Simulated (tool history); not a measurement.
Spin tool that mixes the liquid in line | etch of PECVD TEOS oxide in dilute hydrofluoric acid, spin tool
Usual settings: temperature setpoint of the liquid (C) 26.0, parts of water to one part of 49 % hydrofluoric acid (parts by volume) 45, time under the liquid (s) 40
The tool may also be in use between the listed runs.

run,day,temperature setpoint of the liquid (C),parts of water to one part of 49 % hydrofluoric acid (parts by volume),time under the liquid (s),"read-back film thickness of the PECVD TEOS oxide reference wafer, read on the same gauge (nm)",thickness taken off the PECVD TEOS oxide on a monitor wafer (nm)
1,0.000,26.0,45,55,110.02,14.81
2,3.233,26.0,45,55,110.02,14.88
3,5.862,26.0,45,40,109.97,10.63
4,7.579,26.0,45,40,109.96,10.63
5,12.054,26.0,45,40,110.01,10.34
6,13.904,26.0,50,30,110.03,6.88
7,17.938,26.0,45,40,109.99,10.23
8,20.167,26.0,45,40,110.03,10.12
# day 21.212: gauge calibrated
9,22.962,26.0,45,40,109.98,9.95
10,26.121,24.0,35,50,110.01,14.83
11,29.462,26.0,45,40,109.96,9.74
# day 32.608: hydrofluoric acid flow meter replaced
12,33.775,21.0,50,20,109.93,3.79
13,35.554,26.0,30,60,110.01,23.53
14,38.708,26.0,25,50,110.01,23.84
15,41.375,23.0,60,40,109.99,6.61
# day 43.454: thermometer replaced
16,43.729,26.0,45,25,110.00,7.02
17,54.808,26.0,45,55,110.02,15.01
18,59.096,26.0,45,40,109.97,10.49

3 ways to go on from here, each from the tool as it stands after run 18. What would each give?
A,59.112,26.0,55,40,?,?
B,59.112,24.5,50,65,?,?
C,59.112,22.5,35,50,?,?

run,"read-back film thickness of the PECVD TEOS oxide reference wafer, read on the same gauge (nm)",thickness taken off the PECVD TEOS oxide on a monitor wafer (nm)
A,110.00,8.57
B,110.00,14.50
C,110.00,14.96
Without the tool's hidden state the same runs would have given:
run,thickness taken off the PECVD TEOS oxide on a monitor wafer (nm)
A,9.31
B,15.76
C,16.26

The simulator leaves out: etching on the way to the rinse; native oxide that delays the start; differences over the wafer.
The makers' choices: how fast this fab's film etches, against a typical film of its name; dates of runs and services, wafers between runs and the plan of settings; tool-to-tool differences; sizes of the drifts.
